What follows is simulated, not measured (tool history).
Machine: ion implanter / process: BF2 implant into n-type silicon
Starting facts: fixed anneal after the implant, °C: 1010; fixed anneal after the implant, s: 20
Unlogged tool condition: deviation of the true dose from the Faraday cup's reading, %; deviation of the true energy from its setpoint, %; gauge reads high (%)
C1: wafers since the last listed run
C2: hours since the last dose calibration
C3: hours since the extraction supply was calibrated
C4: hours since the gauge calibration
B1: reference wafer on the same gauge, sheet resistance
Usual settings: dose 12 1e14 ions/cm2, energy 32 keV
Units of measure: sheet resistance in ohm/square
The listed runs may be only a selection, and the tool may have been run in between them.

run 1 hour=0 | dose=10.58 energy=38.5 | C1=0 C2=904.8 C3=247.5 C4=151.3 | B1=132.72 | sheet_resistance=141.52
run 2 hour=97.2 | dose=12 energy=37 | C1=2279 C2=1002 C3=344.7 C4=248.5 | B1=132.81 | sheet_resistance=136.49
run 3 hour=144.8 | dose=12 energy=37 | C1=1116 C2=1049.6 C3=392.3 C4=296.1 | B1=132.78 | sheet_resistance=136.46
run 4 hour=229.1 | dose=12 energy=32 | C1=1976 C2=1133.9 C3=476.6 C4=380.4 | B1=132.88 | sheet_resistance=144.6
run 5 hour=305.2 | dose=12 energy=32 | C1=1784 C2=1210 C3=552.7 C4=456.5 | B1=132.88 | sheet_resistance=144.79
run 6 hour=374.7 | dose=12 energy=28 | C1=1629 C2=1279.5 C3=622.2 C4=526 | B1=132.94 | sheet_resistance=152.68
run 7 hour=440.4 | dose=12 energy=28 | C1=1540 C2=1345.2 C3=687.9 C4=591.7 | B1=133.05 | sheet_resistance=152.68
run 8 hour=484.3 | dose=11.15 energy=38.5 | C1=1029 C2=1389.1 C3=731.8 C4=635.6 | B1=133.05 | sheet_resistance=138.79
run 9 hour=736.8 | dose=11.15 energy=38.5 | C1=5921 C2=1641.6 C3=984.3 C4=888.1 | B1=133.31 | sheet_resistance=139.37
run 10 hour=776.3 | dose=12 energy=38.5 | C1=926 C2=1681.1 C3=1023.8 C4=927.6 | B1=133.4 | sheet_resistance=135.13
run 11 hour=838.7 | dose=12 energy=38.5 | C1=1463 C2=1743.5 C3=1086.2 C4=990 | B1=133.5 | sheet_resistance=134.91
run 12 hour=905 | dose=12 energy=32 | C1=1554 C2=1809.8 C3=1152.5 C4=1056.3 | B1=133.58 | sheet_resistance=145.45
-- hour=1052.4 Faraday cup replaced and dose calibrated
run 13 hour=1147.9 | dose=10.34 energy=29 | C1=5508 C2=95.5 C3=1395.4 C4=1299.2 | B1=133.93 | sheet_resistance=160.71
run 14 hour=1200.7 | dose=10.34 energy=29 | C1=1238 C2=148.3 C3=1448.2 C4=1352 | B1=134.03 | sheet_resistance=161.16
run 15 hour=1301 | dose=12 energy=32 | C1=2352 C2=248.6 C3=1548.5 C4=1452.3 | B1=134.23 | sheet_resistance=147.3
run 16 hour=1398 | dose=12 energy=32 | C1=2274 C2=345.6 C3=1645.5 C4=1549.3 | B1=134.5 | sheet_resistance=147.06
run 17 hour=1449.6 | dose=12 energy=32 | C1=1210 C2=397.2 C3=1697.1 C4=1600.9 | B1=134.56 | sheet_resistance=146.59
run 18 hour=1501.7 | dose=12 energy=32 | C1=1221 C2=449.3 C3=1749.2 C4=1653 | B1=134.72 | sheet_resistance=146.11
run 19 hour=1658.8 | dose=12 energy=32 | C1=3684 C2=606.4 C3=1906.3 C4=1810.1 | B1=135.05 | sheet_resistance=146.75
run 20 hour=1742 | dose=9.87 energy=36 | C1=1951 C2=689.6 C3=1989.5 C4=1893.3 | B1=135.38 | sheet_resistance=153.96
run 21 hour=1849.6 | dose=15.48 energy=21.5 | C1=2523 C2=797.2 C3=2097.1 C4=2000.9 | B1=135.69 | sheet_resistance=165.44
run 22 hour=1919.1 | dose=12 energy=32 | C1=1629 C2=866.7 C3=2166.6 C4=2070.4 | B1=135.83 | sheet_resistance=147.43
run 23 hour=1967.3 | dose=15.11 energy=22 | C1=1130 C2=914.9 C3=2214.8 C4=2118.6 | B1=136.05 | sheet_resistance=164.82
-- hour=2028.1 gauge calibrated
run 24 hour=2051.3 | dose=11.09 energy=23 | C1=1969 C2=998.9 C3=2298.8 C4=23.2 | B1=132.62 | sheet_resistance=169.82
-- hour=2061.1 extraction supply calibrated
run 25 hour=2149.6 | dose=12 energy=32 | C1=2117 C2=1097.2 C3=88.5 C4=121.5 | B1=132.82 | sheet_resistance=143.93
run 26 hour=2195.5 | dose=13.45 energy=39.5 | C1=1076 C2=1143.1 C3=134.4 C4=167.4 | B1=132.81 | sheet_resistance=127.67
run 27 hour=2290.1 | dose=11.15 energy=38.5 | C1=2218 C2=1237.7 C3=229 C4=262 | B1=132.73 | sheet_resistance=138.3
run 28 hour=2344.5 | dose=8.7 energy=32 | C1=1275 C2=1292.1 C3=283.4 C4=316.4 | B1=132.86 | sheet_resistance=167.64
run 29 hour=2406.8 | dose=12 energy=28.5 | C1=1460 C2=1354.4 C3=345.7 C4=378.7 | B1=132.95 | sheet_resistance=151.56
run 30 hour=2509.1 | dose=8.77 energy=37 | C1=2398 C2=1456.7 C3=448 C4=481 | B1=132.96 | sheet_resistance=159.83
run 31 hour=2565.1 | dose=9.42 energy=40.5 | C1=1313 C2=1512.7 C3=504 C4=537 | B1=133.01 | sheet_resistance=149.03
run 32 hour=2612.5 | dose=12 energy=32 | C1=1111 C2=1560.1 C3=551.4 C4=584.4 | B1=133.07 | sheet_resistance=144.8
run 33 hour=2704.8 | dose=12 energy=32 | C1=2164 C2=1652.4 C3=643.7 C4=676.7 | B1=133.12 | sheet_resistance=145.11
run 34 hour=2801.4 | dose=14.69 energy=24.5 | C1=2265 C2=1749 C3=740.3 C4=773.3 | B1=133.23 | sheet_resistance=155.37
-- hour=2812.9 Faraday cup replaced and dose calibrated
run 35 hour=2988.9 | dose=13.95 energy=29 | C1=4209 C2=176 C3=927.8 C4=960.8 | B1=133.42 | sheet_resistance=145.38

Hidden state at the last listed run before each entry between runs and at the first one after, where it differs:
From run 12 to run 13: Faraday cup replaced and dose calibrated (hour 1052.4)
  gauge reads high (%): 0.426 -> 0.74
  measured minus no-state result, sheet resistance: +0.61 -> +1.18 ohm/square
From run 23 to run 24: gauge calibrated (hour 2028.1)
  gauge reads high (%): 2.27 -> -0.189
  measured minus no-state result, sheet resistance: +3.67 -> -0.32 ohm/square
From run 24 to run 25: extraction supply calibrated (hour 2061.1)
  gauge reads high (%): -0.189 -> -0.181
  measured minus no-state result, sheet resistance: -0.32 -> -0.26 ohm/square
From run 34 to run 35: Faraday cup replaced and dose calibrated (hour 2812.9)
  gauge reads high (%): 0.138 -> 0.316
  measured minus no-state result, sheet resistance: +0.22 -> +0.46 ohm/square
